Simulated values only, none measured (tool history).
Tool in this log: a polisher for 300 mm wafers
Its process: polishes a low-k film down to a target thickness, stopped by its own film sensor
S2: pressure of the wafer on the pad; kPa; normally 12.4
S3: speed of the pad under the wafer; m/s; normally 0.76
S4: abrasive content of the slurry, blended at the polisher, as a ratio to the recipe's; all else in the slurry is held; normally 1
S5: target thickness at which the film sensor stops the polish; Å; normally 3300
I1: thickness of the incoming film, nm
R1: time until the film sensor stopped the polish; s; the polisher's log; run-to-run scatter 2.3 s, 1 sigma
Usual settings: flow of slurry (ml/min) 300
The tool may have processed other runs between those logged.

run 1 hour=0 | flow_of_slurry_(ml/min)=400 S2=14.5 S3=0.58 S4=1 S5=3300 | I1=367.8 | R1=128.9
-- hour=11.1 head pressure recalibrated
run 2 hour=82.3 | flow_of_slurry_(ml/min)=240 S2=12.4 S3=0.76 S4=1 S5=3300 | I1=369.5 | R1=131.3
-- hour=322.7 slurry nozzle cleaned
-- hour=365.3 conditioning disc replaced and pad reconditioned
run 3 hour=393.3 | flow_of_slurry_(ml/min)=300 S2=12.4 S3=0.76 S4=0.85 S5=3300 | I1=365.1 | R1=132.6
-- hour=475.5 slurry blender recalibrated
run 4 hour=497.1 | flow_of_slurry_(ml/min)=400 S2=12.4 S3=0.76 S4=1 S5=3300 | I1=369.1 | R1=134.4
run 5 hour=543.4 | flow_of_slurry_(ml/min)=250 S2=9 S3=0.92 S4=1.15 S5=3300 | I1=373.7 | R1=170
run 6 hour=635.3 | flow_of_slurry_(ml/min)=300 S2=12.4 S3=0.76 S4=1 S5=3300 | I1=367.1 | R1=132.8
-- hour=650.3 worn pad replaced by a new one, of another model than before
run 7 hour=696 | flow_of_slurry_(ml/min)=300 S2=12.4 S3=0.68 S4=1 S5=3300 | I1=368.6 | R1=136.9
run 8 hour=762.5 | flow_of_slurry_(ml/min)=400 S2=12.4 S3=0.76 S4=1 S5=3300 | I1=372.2 | R1=133.3
-- hour=953.4 head pressure recalibrated
run 9 hour=968.9 | flow_of_slurry_(ml/min)=245 S2=10.3 S3=0.76 S4=1 S5=3220 | I1=374.9 | R1=199.5
run 10 hour=1065.8 | flow_of_slurry_(ml/min)=230 S2=16.5 S3=1 S4=1.1 S5=3300 | I1=369.8 | R1=91.7
-- hour=1126.6 slurry blender recalibrated
-- hour=1157.7 slurry nozzle cleaned
-- hour=1163.8 conditioning disc replaced and pad reconditioned
run 11 hour=1166.5 | flow_of_slurry_(ml/min)=300 S2=12.4 S3=0.76 S4=1 S5=3300 | I1=376.7 | R1=158.2
run 12 hour=1261.5 | flow_of_slurry_(ml/min)=260 S2=12.4 S3=0.92 S4=1 S5=3300 | I1=373.1 | R1=134.6
run 13 hour=1344.6 | flow_of_slurry_(ml/min)=300 S2=12.4 S3=0.52 S4=1 S5=3300 | I1=364.3 | R1=149.9
run 14 hour=1387.9 | flow_of_slurry_(ml/min)=300 S2=12.4 S3=0.52 S4=1 S5=3410 | I1=364.3 | R1=100.8
run 15 hour=1431.2 | flow_of_slurry_(ml/min)=300 S2=12.4 S3=0.76 S4=1 S5=3340 | I1=372.6 | R1=136
-- hour=1452.7 worn pad replaced by a new one
run 16 hour=1488.3 | flow_of_slurry_(ml/min)=255 S2=9 S3=0.54 S4=1 S5=3300 | I1=369.4 | R1=194.9
run 17 hour=1553.5 | flow_of_slurry_(ml/min)=300 S2=12.4 S3=0.56 S4=1 S5=3300 | I1=370.1 | R1=161.9
run 18 hour=1595.1 | flow_of_slurry_(ml/min)=300 S2=11 S3=0.84 S4=1.15 S5=3210 | I1=371 | R1=154.9
run 19 hour=1639.7 | flow_of_slurry_(ml/min)=220 S2=9 S3=0.76 S4=1 S5=3300 | I1=365.4 | R1=144.4
run 20 hour=1742.6 | flow_of_slurry_(ml/min)=300 S2=14.5 S3=0.76 S4=1 S5=3440 | I1=377 | R1=99.9
-- hour=1771.8 slurry blender recalibrated
run 21 hour=1787.8 | flow_of_slurry_(ml/min)=300 S2=16.5 S3=0.86 S4=1 S5=3300 | I1=371.5 | R1=105.8
run 22 hour=1875 | flow_of_slurry_(ml/min)=225 S2=12.4 S3=0.76 S4=1 S5=3300 | I1=374.2 | R1=153.2
-- hour=1922.7 head pressure recalibrated
-- hour=1926.7 slurry nozzle cleaned
-- hour=1930.8 conditioning disc replaced and pad reconditioned
run 23 hour=1982.9 | flow_of_slurry_(ml/min)=205 S2=11 S3=0.76 S4=1 S5=3380 | I1=370.9 | R1=125.1
run 24 hour=2024.2 | flow_of_slurry_(ml/min)=300 S2=12.4 S3=0.76 S4=1 S5=3300 | I1=370.1 | R1=140.8

Forecast each of these 5 alternatives for the next run:
run A hour=2024.7 | flow_of_slurry_(ml/min)=300 S2=12.4 S3=0.76 S4=1 S5=3300 | I1=369.3 | R1=?
run B hour=2024.7 | flow_of_slurry_(ml/min)=300 S2=12.4 S3=0.62 S4=1 S5=3360 | I1=369.3 | R1=?
run C hour=2024.7 | flow_of_slurry_(ml/min)=300 S2=15.2 S3=0.9 S4=1 S5=3250 | I1=369.3 | R1=?
run D hour=2024.7 | flow_of_slurry_(ml/min)=300 S2=14.5 S3=0.64 S4=1.15 S5=3380 | I1=369.3 | R1=?
run E hour=2024.7 | flow_of_slurry_(ml/min)=365 S2=12.4 S3=0.76 S4=1 S5=3300 | I1=369.3 | R1=?

run=A R1=133.5
run=B R1=128
run=C R1=118.1
run=D R1=99.4
run=E R1=131.1
What these runs would have given with no unlogged condition in the tool:
run=A R1=127
run=B R1=121.8
run=C R1=112.3
run=D R1=94.5
run=E R1=124.7
